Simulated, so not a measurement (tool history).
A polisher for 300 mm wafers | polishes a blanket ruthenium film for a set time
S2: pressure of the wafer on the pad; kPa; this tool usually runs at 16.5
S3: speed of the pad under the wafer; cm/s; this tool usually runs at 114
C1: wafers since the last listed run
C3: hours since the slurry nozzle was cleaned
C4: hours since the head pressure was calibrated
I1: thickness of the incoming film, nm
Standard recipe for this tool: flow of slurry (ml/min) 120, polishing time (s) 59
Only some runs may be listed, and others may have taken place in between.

Run 1, hour 0: usual settings; C1 0; wafers polished on this pad 1488; C3 280.4; C4 526.2; I1 247.3. Result: film removed (angstrom) 813.
At hour 14: worn pad replaced by a new one.
Run 2, hour 14.5: usual settings; C1 92; wafers polished on this pad 4; C3 294.9; C4 540.7; I1 247.4. Result: film removed (angstrom) 813.
Run 3, hour 20.3: usual settings; C1 51; wafers polished on this pad 55; C3 300.7; C4 546.5; I1 249.8. Result: film removed (angstrom) 801.
Run 4, hour 30.4: usual settings; C1 89; wafers polished on this pad 144; C3 310.8; C4 556.6; I1 254.3. Result: film removed (angstrom) 808.
Run 5, hour 41: usual settings; C1 93; wafers polished on this pad 238; C3 321.4; C4 567.2; I1 248.8. Result: film removed (angstrom) 809.
Run 6, hour 49.1: usual settings; C1 71; wafers polished on this pad 310; C3 329.5; C4 575.3; I1 249.6. Result: film removed (angstrom) 804.
Run 7, hour 65.2: usual settings; C1 142; wafers polished on this pad 452; C3 345.6; C4 591.4; I1 248.4. Result: film removed (angstrom) 799.
Run 8, hour 80.5: usual settings; C1 135; wafers polished on this pad 587; C3 360.9; C4 606.7; I1 250.4. Result: film removed (angstrom) 786.
Run 9, hour 89.2: usual settings; C1 76; wafers polished on this pad 664; C3 369.6; C4 615.4; I1 249.7. Result: film removed (angstrom) 810.
Run 10, hour 100.4: usual settings; C1 98; wafers polished on this pad 763; C3 380.8; C4 626.6; I1 247.6. Result: film removed (angstrom) 808.
Run 11, hour 114.1: usual settings; C1 121; wafers polished on this pad 884; C3 394.5; C4 640.3; I1 246.9. Result: film removed (angstrom) 804.
Run 12, hour 125.8: usual settings but polishing time (s) 51; C1 103; wafers polished on this pad 987; C3 406.2; C4 652; I1 244.6. Result: film removed (angstrom) 681.
Run 13, hour 136.1: usual settings but polishing time (s) 51; C1 91; wafers polished on this pad 1078; C3 416.5; C4 662.3; I1 247.8. Result: film removed (angstrom) 699.
Run 14, hour 144.3: usual settings but polishing time (s) 71; C1 72; wafers polished on this pad 1151; C3 424.7; C4 670.5; I1 254.1. Result: film removed (angstrom) 950.
At hour 163.2: worn pad replaced by a new one.
Run 15, hour 163.7: usual settings; C1 136; wafers polished on this pad 4; C3 444.1; C4 689.9; I1 250.5. Result: film removed (angstrom) 783.
At hour 165.4: slurry nozzle cleaned.
Run 16, hour 176.5: usual settings but polishing time (s) 43; C1 104; wafers polished on this pad 108; C3 11.1; C4 702.7; I1 247.8. Result: film removed (angstrom) 570.
Run 17, hour 183.4: usual settings but S3 100 cm/s, polishing time (s) 66; C1 60; wafers polished on this pad 169; C3 18; C4 709.6; I1 255.2. Result: film removed (angstrom) 770.
Run 18, hour 194.7: usual settings but flow of slurry (ml/min) 85, S3 148 cm/s; C1 99; wafers polished on this pad 269; C3 29.3; C4 720.9; I1 251.5. Result: film removed (angstrom) 936.
Run 19, hour 209.4: usual settings but S3 98 cm/s; C1 129; wafers polished on this pad 398; C3 44; C4 735.6; I1 251.2. Result: film removed (angstrom) 675.
Run 20, hour 218.9: usual settings but flow of slurry (ml/min) 140, S2 13.1 kPa, S3 88 cm/s, polishing time (s) 53; C1 83; wafers polished on this pad 482; C3 53.5; C4 745.1; I1 250.3. Result: film removed (angstrom) 448.
Run 21, hour 227.8: usual settings but S2 11.7 kPa; C1 78; wafers polished on this pad 561; C3 62.4; C4 754; I1 246.5. Result: film removed (angstrom) 551.
At hour 234.8: head pressure recalibrated.
Run 22, hour 244.9: usual settings but flow of slurry (ml/min) 105, polishing time (s) 73; C1 133; wafers polished on this pad 694; C3 79.5; C4 10.1; I1 249.7. Result: film removed (angstrom) 1001.
Run 23, hour 257.1: usual settings but S2 13.1 kPa, S3 132 cm/s; C1 107; wafers polished on this pad 802; C3 91.7; C4 22.3; I1 248. Result: film removed (angstrom) 769.
Run 24, hour 264.6: usual settings; C1 66; wafers polished on this pad 869; C3 99.2; C4 29.8; I1 254.7. Result: film removed (angstrom) 838.
Run 25, hour 277.2: usual settings but S3 94 cm/s; C1 111; wafers polished on this pad 980; C3 111.8; C4 42.4; I1 251.5. Result: film removed (angstrom) 694.
Run 26, hour 284.7: usual settings but flow of slurry (ml/min) 85, S2 13.8 kPa, S3 134 cm/s, polishing time (s) 45; C1 66; wafers polished on this pad 1046; C3 119.3; C4 49.9; I1 251.8. Result: film removed (angstrom) 573.
Run 27, hour 301.8: usual settings but S3 134 cm/s, polishing time (s) 65; C1 151; wafers polished on this pad 1197; C3 136.4; C4 67; I1 254. Result: film removed (angstrom) 1087.
At hour 340.1: worn pad replaced by a new one.
Run 28, hour 340.6: usual settings; C1 307; wafers polished on this pad 4; C3 175.2; C4 105.8; I1 246.6. Result: film removed (angstrom) 835.
Run 29, hour 346.3: usual settings but flow of slurry (ml/min) 105, S2 12.4 kPa, S3 82 cm/s, polishing time (s) 43; C1 50; wafers polished on this pad 55; C3 180.9; C4 111.5; I1 250.1. Result: film removed (angstrom) 320.
Run 30, hour 358.6: usual settings but flow of slurry (ml/min) 105, polishing time (s) 73; C1 108; wafers polished on this pad 163; C3 193.2; C4 123.8; I1 246. Result: film removed (angstrom) 995.
Run 31, hour 364.9: usual settings but flow of slurry (ml/min) 150, S2 20.7 kPa, S3 128 cm/s, polishing time (s) 76; C1 55; wafers polished on this pad 219; C3 199.5; C4 130.1; I1 252.5. Result: film removed (angstrom) 1578.
Run 32, hour 373.2: usual settings but S3 100 cm/s, polishing time (s) 66; C1 73; wafers polished on this pad 292; C3 207.8; C4 138.4; I1 250.8. Result: film removed (angstrom) 835.
Run 33, hour 382.5: usual settings but flow of slurry (ml/min) 95, S2 12.4 kPa, S3 132 cm/s; C1 82; wafers polished on this pad 374; C3 217.1; C4 147.7; I1 249.3. Result: film removed (angstrom) 689.
Run 34, hour 395.2: usual settings; C1 112; wafers polished on this pad 487; C3 229.8; C4 160.4; I1 249.4. Result: film removed (angstrom) 848.
Run 35, hour 406.2: usual settings; C1 97; wafers polished on this pad 584; C3 240.8; C4 171.4; I1 250.2. Result: film removed (angstrom) 839.
Run 36, hour 420.2: usual settings but flow of slurry (ml/min) 105, S3 98 cm/s; C1 123; wafers polished on this pad 707; C3 254.8; C4 185.4; I1 252.1. Result: film removed (angstrom) 696.
Run 37, hour 426.8: usual settings; C1 58; wafers polished on this pad 766; C3 261.4; C4 192; I1 251.5. Result: film removed (angstrom) 829.
Run 38, hour 436.9: usual settings; C1 89; wafers polished on this pad 855; C3 271.5; C4 202.1; I1 245.9. Result: film removed (angstrom) 841.

For each run, what was the tool's unlogged condition?
removal rate lost through wear of the pad, %: 0 on each run
slurry flow missing at the pad, %: 0 on each run
H1: deviation of the head's pressure from its setpoint, %
run      H1
  1   -2.86
  2   -3.06
  3   -3.14
  4   -3.28
  5   -3.44
  6   -3.56
  7    -3.8
  8   -4.04
  9   -4.18
 10   -4.36
 11   -4.58
 12   -4.78
 13   -4.96
 14    -5.1
 15   -5.44
 16   -5.67
 17    -5.8
 18   -6.01
 19   -6.29
 20   -6.47
 21   -6.64
 22   0.596
 23   0.591
 24   0.586
 25   0.574
 26   0.565
 27   0.539
 28   0.452
 29   0.436
 30   0.398
 31   0.377
 32   0.348
 33   0.314
 34   0.263
 35   0.216
 36   0.151
 37   0.118
 38  0.0666
